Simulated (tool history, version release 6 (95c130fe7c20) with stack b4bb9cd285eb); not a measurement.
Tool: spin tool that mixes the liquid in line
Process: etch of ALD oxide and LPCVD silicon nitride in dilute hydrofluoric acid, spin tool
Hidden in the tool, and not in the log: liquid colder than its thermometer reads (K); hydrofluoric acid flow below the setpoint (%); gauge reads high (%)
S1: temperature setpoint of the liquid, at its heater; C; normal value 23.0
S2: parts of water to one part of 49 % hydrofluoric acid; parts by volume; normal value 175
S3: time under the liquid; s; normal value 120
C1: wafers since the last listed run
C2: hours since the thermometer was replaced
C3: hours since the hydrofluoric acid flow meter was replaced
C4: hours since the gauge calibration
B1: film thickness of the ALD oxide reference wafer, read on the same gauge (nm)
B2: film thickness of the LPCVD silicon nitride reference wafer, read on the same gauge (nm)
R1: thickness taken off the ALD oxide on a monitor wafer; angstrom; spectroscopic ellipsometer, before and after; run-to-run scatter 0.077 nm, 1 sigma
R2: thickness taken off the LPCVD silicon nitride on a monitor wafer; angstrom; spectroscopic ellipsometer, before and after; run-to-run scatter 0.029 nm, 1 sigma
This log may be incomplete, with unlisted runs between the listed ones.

run   hour    S1   S2   S3    C1      C2      C3     C4     B1      B2     R1    R2
  1    0.0  23.0  175  120     0  2390.9  1154.1  146.7  80.00  60.050  120.2  2.56
  2   34.9  23.0  175  120   377  2425.8  1189.0  181.6  80.00  60.001  119.0  2.45
  3   70.9  23.0  175  120   389  2461.8  1225.0  217.6  80.00  60.018  118.8  2.44
  4  105.8  23.0  175   90   377  2496.7  1259.9  252.5  80.01  59.960   88.3  1.73
  5  138.2  23.0  175   90   350  2529.1  1292.3  284.9  80.00  60.012   88.0  1.89
  6  173.3  23.0  175   90   380  2564.2  1327.4  320.0  79.99  60.004   88.2  1.75
  7  205.4  23.0  175  120   347  2596.3  1359.5  352.1  79.99  59.976  118.5  2.80
  8  231.6  19.0  225   95   283  2622.5  1385.7  378.3  79.99  60.002   59.6  0.94
     243.9  -- thermometer replaced
     261.1  -- gauge calibrated
     264.5  -- hydrofluoric acid flow meter replaced
  9  267.5  18.5   95   60   367    23.6     3.0    6.4  80.00  59.972  109.3  1.90
 10  299.4  23.0  175  160   345    55.5    34.9   38.3  79.99  60.044  174.5  4.43
 11  311.4  23.0  175  120   129    67.5    46.9   50.3  80.02  60.005  129.6  2.46
 12  413.9  21.5  135  165  1109   170.0   149.4  152.8  79.99  60.013  227.4  4.73
 13  432.0  23.0  175  120   195   188.1   167.5  170.9  79.98  60.021  130.3  2.76
 14  492.6  25.5  150  120   656   248.7   228.1  231.5  80.02  60.021  170.2  4.00
 15  513.2  23.0  110   50   223   269.3   248.7  252.1  80.00  60.031   92.0  1.81

4 options for the next run, each taken on its own from the tool as it stands now. Forecast them:
  A  513.6  23.0  175  120   4  269.7  249.1  252.5   ?   ?   ?   ?
  B  513.6  23.0  175   85   4  269.7  249.1  252.5   ?   ?   ?   ?
  C  513.6  23.0  225   70   4  269.7  249.1  252.5   ?   ?   ?   ?
  D  513.6  23.0  110  140   4  269.7  249.1  252.5   ?   ?   ?   ?

run     B1      B2     R1    R2
  A  80.01  59.963  130.0  2.84
  B  80.01  59.963   92.1  2.01
  C  80.01  59.963   56.0  1.30
  D  80.01  59.963  259.4  5.24
What these runs would have given with no unlogged condition in the tool:
run     R1    R2
  A  132.2  2.93
  B   93.7  2.07
  C   56.9  1.33
  D  264.2  5.40
